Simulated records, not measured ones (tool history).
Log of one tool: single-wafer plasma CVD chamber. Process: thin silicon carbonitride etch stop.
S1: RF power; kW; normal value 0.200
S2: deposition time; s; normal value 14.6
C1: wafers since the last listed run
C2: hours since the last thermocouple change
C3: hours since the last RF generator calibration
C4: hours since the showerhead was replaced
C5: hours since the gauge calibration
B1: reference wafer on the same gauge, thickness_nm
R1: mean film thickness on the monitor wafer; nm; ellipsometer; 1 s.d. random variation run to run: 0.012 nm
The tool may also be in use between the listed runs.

Run 1, hour 0.0: usual settings; C1 0; C2 1696.5; C3 1740.3; C4 7665.9; C5 291.3; B1 8.903. Result: R1 7.748 nm.
Run 2, hour 9.5: usual settings; C1 210; C2 1706.0; C3 1749.8; C4 7675.4; C5 300.8; B1 8.897. Result: R1 7.737 nm.
At hour 13.6: gauge calibrated.
Run 3, hour 15.9: usual settings; C1 141; C2 1712.4; C3 1756.2; C4 7681.8; C5 2.3; B1 8.897. Result: R1 7.749 nm.
At hour 27.9: thermocouple changed; heater temperature recalibrated.
Run 4, hour 28.4: usual settings but S2 13.6 s; C1 99; C2 0.5; C3 1768.7; C4 7694.3; C5 14.8; B1 8.900. Result: R1 7.214 nm.
Run 5, hour 40.0: usual settings but S2 13.6 s; C1 257; C2 12.1; C3 1780.3; C4 7705.9; C5 26.4; B1 8.901. Result: R1 7.194 nm.
Run 6, hour 46.3: usual settings but S2 13.6 s; C1 139; C2 18.4; C3 1786.6; C4 7712.2; C5 32.7; B1 8.901. Result: R1 7.224 nm.
Run 7, hour 58.2: usual settings but S1 0.225 kW, S2 13.0 s; C1 263; C2 30.3; C3 1798.5; C4 7724.1; C5 44.6; B1 8.900. Result: R1 7.213 nm.
Run 8, hour 75.8: usual settings; C1 390; C2 47.9; C3 1816.1; C4 7741.7; C5 62.2; B1 8.900. Result: R1 7.757 nm.
Run 9, hour 85.8: usual settings; C1 221; C2 57.9; C3 1826.1; C4 7751.7; C5 72.2; B1 8.899. Result: R1 7.723 nm.
Run 10, hour 100.9: usual settings but S1 0.180 kW, S2 15.7 s; C1 334; C2 73.0; C3 1841.2; C4 7766.8; C5 87.3; B1 8.899. Result: R1 7.944 nm.
Run 11, hour 109.9: usual settings; C1 199; C2 82.0; C3 1850.2; C4 7775.8; C5 96.3; B1 8.906. Result: R1 7.736 nm.
Run 12, hour 121.3: usual settings; C1 252; C2 93.4; C3 1861.6; C4 7787.2; C5 107.7; B1 8.898. Result: R1 7.726 nm.
At hour 136.2: showerhead replaced.
Run 13, hour 137.2: usual settings but S1 0.160 kW; C1 175; C2 109.3; C3 1877.5; C4 1.0; C5 123.6; B1 8.904. Result: R1 6.980 nm.
At hour 151.9: RF generator calibrated.
Run 14, hour 152.4: usual settings; C1 159; C2 124.5; C3 0.5; C4 16.2; C5 138.8; B1 8.901. Result: R1 8.040 nm.
Run 15, hour 158.8: usual settings but S1 0.230 kW, S2 12.3 s; C1 141; C2 130.9; C3 6.9; C4 22.6; C5 145.2; B1 8.900. Result: R1 7.148 nm.
Run 16, hour 165.6: usual settings but S1 0.185 kW, S2 13.7 s; C1 150; C2 137.7; C3 13.7; C4 29.4; C5 152.0; B1 8.904. Result: R1 7.296 nm.
Run 17, hour 175.1: usual settings; C1 210; C2 147.2; C3 23.2; C4 38.9; C5 161.5; B1 8.896. Result: R1 8.019 nm.
Run 18, hour 188.5: usual settings but S1 0.210 kW, S2 12.9 s; C1 297; C2 160.6; C3 36.6; C4 52.3; C5 174.9; B1 8.903. Result: R1 7.230 nm.
Run 19, hour 204.4: usual settings but S1 0.230 kW; C1 352; C2 176.5; C3 52.5; C4 68.2; C5 190.8; B1 8.895. Result: R1 8.485 nm.
Run 20, hour 214.5: usual settings; C1 223; C2 186.6; C3 62.6; C4 78.3; C5 200.9; B1 8.898. Result: R1 8.050 nm.
Run 21, hour 221.6: usual settings but S1 0.220 kW, S2 15.9 s; C1 157; C2 193.7; C3 69.7; C4 85.4; C5 208.0; B1 8.899. Result: R1 9.082 nm.
Run 22, hour 234.1: usual settings; C1 277; C2 206.2; C3 82.2; C4 97.9; C5 220.5; B1 8.899. Result: R1 8.015 nm.
Run 23, hour 250.7: usual settings but S1 0.210 kW, S2 13.5 s; C1 368; C2 222.8; C3 98.8; C4 114.5; C5 237.1; B1 8.897. Result: R1 7.576 nm.
Run 24, hour 260.2: usual settings but S1 0.170 kW, S2 16.8 s; C1 210; C2 232.3; C3 108.3; C4 124.0; C5 246.6; B1 8.901. Result: R1 8.623 nm.
Run 25, hour 267.0: usual settings; C1 150; C2 239.1; C3 115.1; C4 130.8; C5 253.4; B1 8.902. Result: R1 8.043 nm.
Run 26, hour 275.5: usual settings but S1 0.235 kW, S2 16.3 s; C1 188; C2 247.6; C3 123.6; C4 139.3; C5 261.9; B1 8.901. Result: R1 9.579 nm.
Run 27, hour 286.8: usual settings but S2 17.2 s; C1 250; C2 258.9; C3 134.9; C4 150.6; C5 273.2; B1 8.904. Result: R1 9.465 nm.
Run 28, hour 297.2: usual settings but S1 0.215 kW; C1 230; C2 269.3; C3 145.3; C4 161.0; C5 283.6; B1 8.899. Result: R1 8.267 nm.
Run 29, hour 312.1: usual settings; C1 330; C2 284.2; C3 160.2; C4 175.9; C5 298.5; B1 8.902. Result: R1 8.026 nm.
Run 30, hour 320.4: usual settings but S1 0.215 kW, S2 15.8 s; C1 184; C2 292.5; C3 168.5; C4 184.2; C5 306.8; B1 8.901. Result: R1 8.962 nm.
Run 31, hour 328.7: usual settings; C1 184; C2 300.8; C3 176.8; C4 192.5; C5 315.1; B1 8.895. Result: R1 8.026 nm.
At hour 333.8: gauge calibrated.
Run 32, hour 340.7: usual settings but S1 0.230 kW, S2 13.2 s; C1 266; C2 312.8; C3 188.8; C4 204.5; C5 6.9; B1 8.896. Result: R1 7.685 nm.
Run 33, hour 351.1: usual settings; C1 230; C2 323.2; C3 199.2; C4 214.9; C5 17.3; B1 8.895. Result: R1 8.032 nm.
Run 34, hour 362.4: usual settings but S2 12.7 s; C1 250; C2 334.5; C3 210.5; C4 226.2; C5 28.6; B1 8.894. Result: R1 6.995 nm.
Run 35, hour 375.4: usual settings but S1 0.225 kW; C1 288; C2 347.5; C3 223.5; C4 239.2; C5 41.6; B1 8.900. Result: R1 8.424 nm.
Run 36, hour 381.5: usual settings but S1 0.225 kW, S2 15.5 s; C1 135; C2 353.6; C3 229.6; C4 245.3; C5 47.7; B1 8.893. Result: R1 8.925 nm.

Below are 4 alternative next runs, each starting from the tool's condition after run 36. Predict each:
Run A, hour 381.9: usual settings; C1 8; C2 354.0; C3 230.0; C4 245.7; C5 48.1; B1 ?. Result: R1 ?.
Run B, hour 381.9: usual settings but S1 0.235 kW, S2 13.0 s; C1 8; C2 354.0; C3 230.0; C4 245.7; C5 48.1; B1 ?. Result: R1 ?.
Run C, hour 381.9: usual settings but S2 13.0 s; C1 8; C2 354.0; C3 230.0; C4 245.7; C5 48.1; B1 ?. Result: R1 ?.
Run D, hour 381.9: usual settings but S1 0.165 kW, S2 13.3 s; C1 8; C2 354.0; C3 230.0; C4 245.7; C5 48.1; B1 ?. Result: R1 ?.

run     B1     R1
  A  8.900  8.031
  B  8.900  7.632
  C  8.900  7.151
  D  8.900  6.731
What these runs would have given with no unlogged condition in the tool:
run     R1
  A  8.036
  B  7.637
  C  7.155
  D  6.735

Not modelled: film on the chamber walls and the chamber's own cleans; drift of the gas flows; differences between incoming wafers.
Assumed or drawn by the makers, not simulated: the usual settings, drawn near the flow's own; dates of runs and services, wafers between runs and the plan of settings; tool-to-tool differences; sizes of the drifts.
